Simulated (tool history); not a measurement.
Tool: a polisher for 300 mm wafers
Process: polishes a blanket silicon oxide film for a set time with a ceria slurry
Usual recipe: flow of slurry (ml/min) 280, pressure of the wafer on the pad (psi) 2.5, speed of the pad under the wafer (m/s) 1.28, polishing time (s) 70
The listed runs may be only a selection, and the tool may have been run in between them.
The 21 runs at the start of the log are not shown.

run	hour	flow of slurry (ml/min)	pressure of the wafer on the pad (psi)	speed of the pad under the wafer (m/s)	polishing time (s)	wafers since the last listed run	wafers polished on this pad	hours since the slurry nozzle was cleaned	hours since the head pressure was calibrated	incoming thickness of the incoming film, nm	film removed (nm)
22	1123.3	205	2.5	1.5	70	825	5194	150.4	1056	1343.5	352.2
# hour 1161.8: worn pad replaced by a new one
23	1189.1	310	3	1.14	50	824	363	216.2	1121.8	1351.5	225.6
# hour 1240.1: head pressure recalibrated
24	1258.5	215	1.8	1.52	79	898	1262	285.6	18.4	1349.8	347.8
25	1321.6	280	2.5	1.28	48	841	2104	348.7	81.5	1333.1	221.3
26	1362.4	280	2.5	1.66	54	544	2648	389.5	122.3	1319.4	319.6
27	1433.2	375	3.3	1.1	89	944	3592	460.3	193.1	1325.2	420.9
28	1469.6	280	2.5	1.28	70	485	4078	496.7	229.5	1352.3	314.8
29	1494	235	2.5	1.68	55	325	4403	521.1	253.9	1321.1	319.7
30	1536.3	280	2.5	0.92	76	564	4967	563.4	296.2	1338.8	246.7
31	1574.6	280	2.5	0.98	70	510	5478	601.7	334.5	1313.6	240.3
32	1604.3	280	2.5	1.28	70	396	5874	631.4	364.2	1311.4	312.2
# hour 1634.3: worn pad replaced by a new one
33	1669	280	2.9	1.28	70	809	462	696.1	428.9	1329.5	340.5
34	1712.4	280	2.5	0.94	70	578	1041	739.5	472.3	1311.4	232.3
35	1744.6	280	2.5	1.28	70	429	1471	771.7	504.5	1346	313.9
36	1786.5	370	2.5	1.28	81	558	2030	813.6	546.4	1329.8	366.6

Here are 5 independent what-if runs from the current tool condition. What would each one return?
A	1786.9	280	2.5	1.28	70	5	2035	814	546.8	1343	?
B	1786.9	235	2.5	1.28	50	5	2035	814	546.8	1343	?
C	1786.9	280	2.5	1.64	81	5	2035	814	546.8	1343	?
D	1786.9	355	2.1	1.28	70	5	2035	814	546.8	1343	?
E	1786.9	180	2.9	0.98	51	5	2035	814	546.8	1343	?

run	film removed (nm)
A	312.7
B	219.8
C	463.7
D	288.1
E	182.7
With the hidden condition removed and each run's random variation left untouched, the same runs would have given:
run	film removed (nm)
A	327.4
B	230.1
C	485.4
D	301.6
E	191.3
